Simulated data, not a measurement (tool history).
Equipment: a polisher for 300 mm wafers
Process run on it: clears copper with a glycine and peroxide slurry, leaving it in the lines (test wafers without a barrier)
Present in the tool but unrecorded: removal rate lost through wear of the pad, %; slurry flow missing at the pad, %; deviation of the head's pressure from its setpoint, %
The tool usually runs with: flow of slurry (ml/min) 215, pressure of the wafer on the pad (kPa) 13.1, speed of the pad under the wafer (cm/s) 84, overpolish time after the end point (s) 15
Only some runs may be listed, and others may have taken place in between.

run	day	flow of slurry (ml/min)	pressure of the wafer on the pad (kPa)	speed of the pad under the wafer (cm/s)	overpolish time after the end point (s)	wafers since the last listed run	wafers polished on this pad	hours since the slurry nozzle was cleaned	hours since the head pressure was calibrated	incoming thickness of the incoming film, nm	time until the end point was called (s)	dishing of a wide line in a test structure (angstrom)
1	0	215	11	84	15	0	1106	514.7	503.9	449.4	161.2	291
2	0.667	215	13.1	84	15	75	1181	530.7	519.9	452.7	141.9	327
# day 1.204: worn pad replaced by a new one
3	1.417	215	13.1	84	15	65	23	548.7	537.9	453.3	142.7	334
4	2.6	215	13.1	84	15	133	157	577.1	566.3	456.9	147	348
5	3.7	215	13.1	84	15	124	281	603.5	592.7	458.5	145.8	348
6	5.012	215	13.1	84	15	148	429	635	624.2	455.2	144	328
7	6.267	215	13.1	84	15	141	570	665.1	654.3	453.9	143.4	330
8	7.725	215	13.1	84	15	164	735	700.1	689.3	456.2	145.3	337
9	8.771	215	13.1	84	15	118	853	725.2	714.4	456.9	146	326
10	10.038	215	13.1	84	15	142	996	755.6	744.8	453.8	145.7	339
11	11.458	275	13.1	84	15	160	1156	789.7	778.9	457	140.5	341
12	12.467	275	13.1	84	15	113	1270	813.9	803.1	458.7	143.6	338
# day 12.558: head pressure recalibrated
13	13.588	215	13.1	84	15	117	1387	840.8	24.7	464.7	135.5	361
# day 13.921: worn pad replaced by a new one
14	14.717	215	15.9	84	15	108	89	867.9	51.8	453	117	394
15	15.629	215	15.9	84	15	102	192	889.8	73.7	445.4	116.4	411
# day 16.133: slurry nozzle cleaned
16	16.946	215	15.2	84	12	143	336	19.5	105.3	454.3	125.4	326
17	17.775	215	10.3	108	15	93	430	39.4	125.2	452.6	144.1	335
18	19.096	250	13.1	62	15	149	579	71.1	156.9	454.4	157.2	317
19	19.679	175	13.1	70	15	65	645	85.1	170.9	455.1	156.2	311
20	20.204	215	13.1	84	15	59	704	97.7	183.5	456.6	139.3	342
21	21.575	215	9	108	21	154	858	130.6	216.4	458.9	168.5	383
22	23.458	215	13.1	84	15	212	1071	175.8	261.6	447.5	138.2	345
23	24.475	215	13.1	72	15	114	1186	200.2	286	453.3	151.6	313
24	25.517	215	16.5	84	12	117	1303	225.2	311	450.7	119.1	324
25	26.504	265	15.2	70	10	111	1415	248.9	334.7	463.9	140.6	250
# day 27.912: worn pad replaced by a new one
26	27.933	215	13.1	84	7	142	2	283.2	369	460.2	145.4	170
27	29.017	215	17.2	84	15	122	124	309.2	395	461.4	117.3	396
28	30.188	215	13.1	84	15	132	256	337.3	423.1	458.8	140.2	340
29	30.996	240	13.1	84	21	91	347	356.7	442.5	459	142.3	444
30	31.983	215	13.1	84	15	111	459	380.4	466.2	448	144.8	336
31	33.367	215	13.1	112	15	156	615	413.6	499.4	453.8	123.2	391
32	34.75	215	13.1	84	15	156	771	446.8	532.6	456.9	143.1	324
33	36.229	170	11.7	84	19	166	938	482.3	568.1	463	159.9	386
34	36.812	215	13.1	84	15	65	1004	496.3	582.1	456.6	147.7	329
35	37.938	290	16.5	84	20	126	1131	523.3	609.1	452	120.3	521
36	38.962	215	13.1	84	15	115	1246	547.9	633.7	458.7	149.1	332

Each row is a separate what-if for the run after 36, all from the same tool condition, not one after another. Results?
A	38.983	215	13.1	84	20	2	1249	548.4	634.2	455.8	?	?
B	38.983	215	13.1	70	15	2	1249	548.4	634.2	455.8	?	?
C	38.983	255	14.5	66	7	2	1249	548.4	634.2	455.8	?	?

run	time until the end point was called (s)	dishing of a wide line in a test structure (angstrom)
A	147.5	442
B	159.9	321
C	150.6	167
The same runs, with their run-to-run variation unchanged, on a tool lacking any hidden condition would have given:
run	time until the end point was called (s)	dishing of a wide line in a test structure (angstrom)
A	134.8	480
B	146.6	348
C	137.8	182
